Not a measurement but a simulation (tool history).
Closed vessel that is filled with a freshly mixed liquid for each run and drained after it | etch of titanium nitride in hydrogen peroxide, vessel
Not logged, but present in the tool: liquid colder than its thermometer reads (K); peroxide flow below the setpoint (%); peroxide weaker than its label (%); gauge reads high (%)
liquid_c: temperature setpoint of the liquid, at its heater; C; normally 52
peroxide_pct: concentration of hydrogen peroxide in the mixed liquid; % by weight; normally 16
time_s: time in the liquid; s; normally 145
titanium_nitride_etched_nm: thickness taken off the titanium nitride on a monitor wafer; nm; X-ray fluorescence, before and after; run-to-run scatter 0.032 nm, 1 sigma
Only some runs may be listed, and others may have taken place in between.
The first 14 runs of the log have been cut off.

run,hour,liquid_c,peroxide_pct,time_s,wafers since the last listed run,hours since the thermometer was replaced,hours since the peroxide flow meter was replaced,hours since the drum of peroxide was connected,hours since the gauge calibration,"read-back film thickness of the titanium nitride reference wafer, read on the same gauge (nm)",titanium_nitride_etched_nm
# hour 343.4: thermometer replaced
15,348.9,45,19,65,1615,5.5,1684.3,94.5,589.9,50.74,2.63
16,383.8,52,16,145,2219,40.4,1719.2,129.4,624.8,50.81,9.37
17,404.1,45,14,75,1290,60.7,1739.5,149.7,645.1,50.83,2.85
18,434.7,42.5,16,105,1945,91.3,1770.1,180.3,675.7,50.87,3.41
19,463.7,52,14.5,145,1843,120.3,1799.1,209.3,704.7,50.89,9.3
20,486.9,52,16,145,1475,143.5,1822.3,232.5,727.9,50.94,9.45
21,509.5,52,16,145,1437,166.1,1844.9,255.1,750.5,50.97,9.43
# hour 529.1: gauge calibrated
22,542,57,16,175,2066,198.6,1877.4,287.6,12.9,49.98,15.9
23,571.3,44.5,20.5,120,1863,227.9,1906.7,316.9,42.2,50.03,4.7
# hour 578.5: peroxide flow meter replaced
24,603.8,52,16,100,2002,260.4,25.3,349.4,74.7,50.09,6.39
25,616.7,52,16,110,820,273.3,38.2,362.3,87.6,50.08,7.05
26,631.9,42.5,12.5,145,966,288.5,53.4,377.5,102.8,50.1,4.38
27,664,43,20,110,2041,320.6,85.5,409.6,134.9,50.16,3.81
28,677.7,52,14,185,871,334.3,99.2,423.3,148.6,50.19,11.55
29,711.2,48.5,13,195,2130,367.8,132.7,456.8,182.1,50.23,9.3
30,747.1,52,16,145,2282,403.7,168.6,492.7,218,50.25,9.32

Consider 3 possible next runs. They are alternatives, not a sequence: every one starts from the tool as it was left by run 30. What does each give?
A,747.8,52,16,75,44,404.4,169.3,493.4,218.7,?,?
B,747.8,59.5,16,105,44,404.4,169.3,493.4,218.7,?,?
C,747.8,58.5,20,195,44,404.4,169.3,493.4,218.7,?,?

run,"read-back film thickness of the titanium nitride reference wafer, read on the same gauge (nm)",titanium_nitride_etched_nm
A,50.24,4.81
B,50.24,11.37
C,50.24,20.67
Without the tool's unlogged condition, the same runs would have read:
run,titanium_nitride_etched_nm
A,4.79
B,11.31
C,20.57
